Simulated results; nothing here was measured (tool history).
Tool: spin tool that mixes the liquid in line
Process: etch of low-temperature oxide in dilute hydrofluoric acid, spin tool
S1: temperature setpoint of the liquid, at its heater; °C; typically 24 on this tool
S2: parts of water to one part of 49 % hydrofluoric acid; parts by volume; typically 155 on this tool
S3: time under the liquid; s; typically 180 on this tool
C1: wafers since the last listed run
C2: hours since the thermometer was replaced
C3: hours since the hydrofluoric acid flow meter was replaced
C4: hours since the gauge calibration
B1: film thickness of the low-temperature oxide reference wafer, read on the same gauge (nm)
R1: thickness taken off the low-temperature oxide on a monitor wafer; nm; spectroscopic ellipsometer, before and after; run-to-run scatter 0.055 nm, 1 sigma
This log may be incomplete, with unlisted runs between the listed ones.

run   hour    S1   S2   S3   C1      C2      C3     C4      B1     R1
  1      0  20.5  190  180    0   782.6   773.5  486.1     130   7.57
  2  105.5  20.5  190  180  670   888.1     879  591.6  130.02   7.52
  3    138    24  155  180  206   920.6   911.5  624.1     130  11.02
  4  193.2  27.5  135  180  351   975.8   966.7  679.3  129.98  14.66
  5  251.4  27.5  135  180  370    1034  1024.9  737.5     130  14.62
  6  318.5    24  155  180  426  1101.1    1092  804.6  130.01  10.91
     383.7  -- hydrofluoric acid flow meter replaced
  7    386    24  155  180  422  1168.6     2.3  872.1  129.99   11.4
     454.4  -- thermometer replaced
  8    474    24  155  180  553    19.6    90.3  960.1  130.01  11.37
  9  502.5    24  155  180  181    48.1   118.8  988.6  129.98  11.34
     532.1  -- gauge calibrated
 10  570.7    26  100  130  433   116.3     187   38.6  130.01  14.68
 11  608.7    24  155  180  241   154.3     225   76.6  129.99  11.23
 12    636    22  155  150  173   181.6   252.3  103.9  129.98   8.72
 13  680.7    24  100  150  284   226.3     297  148.6  129.99  15.47
 14  705.8    26  155  235  159   251.4   322.1  173.7     130  15.71
 15  774.7    24  155  180  438   320.3     391  242.6  129.98  11.14
 16  827.1  26.5  230  245  333   372.7   443.4    295  130.01  10.33
 17    854    24  155  150  171   399.6   470.3  321.9  130.01   9.31
 18  924.1  20.5  190  180  445   469.7   540.4    392  129.99   7.64
 19  965.1    24   90  180  260   510.7   581.4    433  129.99  20.83

Branching from run 19: 5 alternative next runs. What would each branch give?
  A  965.6    24  100  180   3  511.2  581.9  433.5   ?   ?
  B  965.6    24  225  180   3  511.2  581.9  433.5   ?   ?
  C  965.6    24  185  145   3  511.2  581.9  433.5   ?   ?
  D  965.6  26.5  185  180   3  511.2  581.9  433.5   ?   ?
  E  965.6  26.5  180  280   3  511.2  581.9  433.5   ?   ?

run   B1     R1
  A  130  18.51
  B  130   7.12
  C  130   7.29
  D  130   9.92
  E  130  15.95
With the hidden condition removed and each run's random variation left untouched, the same runs would have given:
run     R1
  A  19.11
  B   7.38
  C   7.54
  D  10.27
  E  16.51
